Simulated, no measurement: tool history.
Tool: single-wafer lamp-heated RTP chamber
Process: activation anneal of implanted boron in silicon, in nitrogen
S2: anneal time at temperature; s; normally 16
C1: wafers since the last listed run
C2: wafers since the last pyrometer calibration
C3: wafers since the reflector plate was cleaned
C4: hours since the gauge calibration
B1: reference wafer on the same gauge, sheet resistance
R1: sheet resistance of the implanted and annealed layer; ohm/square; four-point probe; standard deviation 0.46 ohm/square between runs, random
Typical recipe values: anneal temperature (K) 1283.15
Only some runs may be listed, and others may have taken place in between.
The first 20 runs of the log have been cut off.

run 21 hour=1057.4 | anneal_temperature_(K)=1267.15 S2=19 | C1=1179 C2=1254 C3=8383 C4=416.2 | B1=93.68 | R1=81.39
run 22 hour=1088.7 | anneal_temperature_(K)=1301.15 S2=23 | C1=588 C2=1843 C3=8972 C4=447.5 | B1=93.78 | R1=75.13
run 23 hour=1118.5 | anneal_temperature_(K)=1283.15 S2=16 | C1=560 C2=2404 C3=9532 C4=477.3 | B1=93.7 | R1=78.28
-- hour=1183.6 reflector plate cleaned
-- hour=1302 pyrometer window cleaned and pyrometer calibrated
run 24 hour=1305.7 | anneal_temperature_(K)=1294.15 S2=20 | C1=3221 C2=70 C3=2146 C4=664.5 | B1=93.7 | R1=77.36
run 25 hour=1332.4 | anneal_temperature_(K)=1292.15 S2=23 | C1=502 C2=572 C3=2649 C4=691.2 | B1=93.65 | R1=77.05
run 26 hour=1364.1 | anneal_temperature_(K)=1271.15 S2=8 | C1=596 C2=1169 C3=3245 C4=722.9 | B1=93.75 | R1=84.38
run 27 hour=1397 | anneal_temperature_(K)=1264.15 S2=7 | C1=619 C2=1788 C3=3864 C4=755.8 | B1=93.7 | R1=86.71
run 28 hour=1458.8 | anneal_temperature_(K)=1296.15 S2=9 | C1=1162 C2=2951 C3=5027 C4=817.6 | B1=93.78 | R1=75.95
run 29 hour=1508.5 | anneal_temperature_(K)=1283.15 S2=23 | C1=935 C2=3886 C3=5962 C4=867.3 | B1=93.66 | R1=76.84
run 30 hour=1553 | anneal_temperature_(K)=1283.15 S2=20 | C1=837 C2=4723 C3=6800 C4=911.8 | B1=93.69 | R1=76.27
run 31 hour=1583.7 | anneal_temperature_(K)=1257.15 S2=21 | C1=577 C2=5301 C3=7377 C4=942.5 | B1=93.73 | R1=83.28

Alternative continuations, all from the tool just after run 31; predict every row:
run A hour=1584.1 | anneal_temperature_(K)=1303.15 S2=16 | C1=7 C2=5309 C3=7385 C4=942.9 | B1=? | R1=?
run B hour=1584.1 | anneal_temperature_(K)=1309.15 S2=8 | C1=7 C2=5309 C3=7385 C4=942.9 | B1=? | R1=?
run C hour=1584.1 | anneal_temperature_(K)=1307.15 S2=10 | C1=7 C2=5309 C3=7385 C4=942.9 | B1=? | R1=?

run=A B1=93.62 R1=74.75
run=B B1=93.62 R1=75.37
run=C B1=93.62 R1=75.13
With the hidden condition removed and each run's random variation left untouched, the same runs would have given:
run=A R1=76.79
run=B R1=77.37
run=C R1=77.18
